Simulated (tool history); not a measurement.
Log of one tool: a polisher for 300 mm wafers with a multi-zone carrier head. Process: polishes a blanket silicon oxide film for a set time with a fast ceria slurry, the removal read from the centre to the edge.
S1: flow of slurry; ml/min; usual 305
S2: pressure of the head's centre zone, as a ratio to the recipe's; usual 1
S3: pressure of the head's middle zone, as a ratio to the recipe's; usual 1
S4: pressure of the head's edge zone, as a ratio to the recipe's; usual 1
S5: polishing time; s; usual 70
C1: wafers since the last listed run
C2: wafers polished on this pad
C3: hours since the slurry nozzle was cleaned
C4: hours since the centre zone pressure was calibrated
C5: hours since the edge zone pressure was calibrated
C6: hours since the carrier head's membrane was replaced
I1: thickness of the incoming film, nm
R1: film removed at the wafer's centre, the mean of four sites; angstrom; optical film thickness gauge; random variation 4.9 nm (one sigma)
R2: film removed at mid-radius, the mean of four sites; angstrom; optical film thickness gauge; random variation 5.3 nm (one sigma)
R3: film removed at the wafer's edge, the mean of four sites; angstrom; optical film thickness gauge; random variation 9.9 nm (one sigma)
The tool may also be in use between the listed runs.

run,hour,S1,S2,S3,S4,S5,C1,C2,C3,C4,C5,C6,I1,R1,R2,R3
1,0,305,1,1,1,52,0,596,226.6,1270.2,882.4,1236.1,2814.2,4957,4863,5083
2,14,305,1,1,1,70,122,718,240.6,1284.2,896.4,1250.1,2866.8,6631,6501,6654
3,25.3,305,1,1,1,70,98,817,251.9,1295.5,907.7,1261.4,2888,6506,6539,6500
4,34.5,305,1,1,1,70,80,897,261.1,1304.7,916.9,1270.6,2867.7,6491,6486,6513
# hour 38.8: worn pad replaced by a new one
5,45.3,305,1,1,1,70,59,56,271.9,1315.5,927.7,1281.4,2833,6944,6979,7235
6,62.9,305,1,1,1.08,76,153,210,289.5,1333.1,945.3,1299,2896.4,7447,7455,7768
# hour 65.1: edge zone pressure recalibrated
7,71.1,305,1,1,1.08,76,54,264,297.7,1341.3,6,1307.2,2806.4,7520,7420,7812
8,78.7,305,1,1,0.96,70,66,331,305.3,1348.9,13.6,1314.8,2875.4,6736,6677,6862
# hour 80.7: slurry nozzle cleaned
9,94.3,305,1,1,0.96,70,127,458,13.6,1364.5,29.2,1330.4,2847.3,7041,7015,7055
10,107.9,305,1,1,1,70,118,577,27.2,1378.1,42.8,1344,2869.3,6967,6850,6867
11,123.8,305,0.89,0.93,1,70,138,716,43.1,1394,58.7,1359.9,2882.6,6310,6485,6851
# hour 134: worn pad replaced by a new one
12,134.5,265,1,1,1,70,58,4,53.8,1404.7,69.4,1370.6,2846.3,7028,7068,6996
# hour 147.9: carrier head's membrane replaced by a new one
13,150.6,305,1.09,1.07,0.93,55,96,101,69.9,1420.8,85.5,2.7,2854.5,5922,5720,5417
14,156.8,305,1,1,1.06,70,54,155,76.1,1427,91.7,8.9,2881,6942,6914,7295
# hour 166.6: centre zone pressure recalibrated
15,167.9,400,1,1,0.89,79,79,235,87.2,1.3,102.8,20,2835,7979,7994,7648
16,178.7,305,1,1,1,70,94,329,98,12.1,113.6,30.8,2822.5,6877,6875,6858
17,192.3,305,1,1,1,70,118,448,111.6,25.7,127.2,44.4,2850.4,6755,6706,6844
18,209.7,270,1.04,0.97,0.9,70,151,600,129,43.1,144.6,61.8,2851.2,6872,6424,6148
19,218.7,305,0.9,1,1,70,78,678,138,52.1,153.6,70.8,2817.8,6161,6598,6589
# hour 228.8: worn pad replaced by a new one
20,234.1,305,1,1,0.96,57,99,46,153.4,67.5,169,86.2,2841.5,5665,5635,5621
21,245.4,305,0.93,1,1,70,98,145,164.7,78.8,180.3,97.5,2861.2,6581,6880,6870

5 ways to go on from here, each from the tool as it stands after run 21. What would each give?
A,245.9,305,1,1,1,70,4,149,165.2,79.3,180.8,98,2914.8,?,?,?
B,245.9,210,1,1,0.9,70,4,149,165.2,79.3,180.8,98,2914.8,?,?,?
C,245.9,305,1,1,0.95,64,4,149,165.2,79.3,180.8,98,2914.8,?,?,?
D,245.9,365,1.11,1,1,61,4,149,165.2,79.3,180.8,98,2914.8,?,?,?
E,245.9,410,0.93,1.08,0.88,70,4,149,165.2,79.3,180.8,98,2914.8,?,?,?

run,R1,R2,R3
A,6868,6849,6995
B,6507,6528,6425
C,6279,6262,6240
D,6631,6081,6184
E,6724,7430,6736
Without the tool's hidden state the same runs would have given:
run,R1,R2,R3
A,7327,7276,7363
B,7049,7028,6825
C,6699,6653,6569
D,7032,6426,6485
E,7105,7826,7047
